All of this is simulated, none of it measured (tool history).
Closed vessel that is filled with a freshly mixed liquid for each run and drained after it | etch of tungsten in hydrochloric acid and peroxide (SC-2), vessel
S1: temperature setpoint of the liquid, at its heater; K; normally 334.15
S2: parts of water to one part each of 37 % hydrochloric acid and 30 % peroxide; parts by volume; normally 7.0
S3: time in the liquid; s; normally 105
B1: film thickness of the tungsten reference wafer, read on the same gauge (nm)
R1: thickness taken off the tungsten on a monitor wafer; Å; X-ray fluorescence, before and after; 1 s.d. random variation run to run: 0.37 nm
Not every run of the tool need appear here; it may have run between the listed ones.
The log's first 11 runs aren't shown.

run	hour	S1	S2	S3	B1	R1
12	492.2	334.15	5.0	105	52.70	498.8
13	546.0	343.65	7.0	150	52.80	997.3
# hour 548.3: gauge calibrated
# hour 562.3: new drum of peroxide connected
14	608.2	334.15	9.0	105	50.33	307.4
15	665.1	338.15	5.5	60	50.48	328.8
16	711.4	343.65	9.0	125	50.58	655.8
# hour 718.1: thermometer replaced
17	747.3	343.15	5.5	155	50.65	1145.4
18	775.5	334.15	5.0	140	50.70	653.2
19	839.2	334.15	7.0	75	50.83	268.7
20	871.6	331.15	8.0	105	50.90	283.1
21	895.9	334.15	4.0	105	50.95	575.1
22	940.9	330.15	7.0	70	51.06	198.0
23	985.2	334.15	7.0	105	51.13	381.3
24	1013.7	334.15	7.0	105	51.18	382.4
25	1040.6	325.15	6.0	105	51.23	246.0
26	1066.6	334.15	7.0	105	51.29	380.2
27	1100.9	329.65	9.5	105	51.35	230.0
28	1151.1	334.15	7.0	105	51.47	380.5
29	1187.5	324.65	7.0	60	51.53	120.1
30	1247.9	334.15	9.5	105	51.66	306.4

4 options for the next run, each taken on its own from the tool as it stands now. Forecast them:
A	1248.6	334.15	7.0	135	?	?
B	1248.6	334.15	8.5	105	?	?
C	1248.6	334.15	4.5	140	?	?
D	1248.6	340.15	8.0	105	?	?

run	B1	R1
A	51.65	491.4
B	51.65	327.6
C	51.65	705.6
D	51.65	496.8
Had the tool no hidden state, the same runs would have come out as:
run	R1
A	475.7
B	317.2
C	683.1
D	480.9
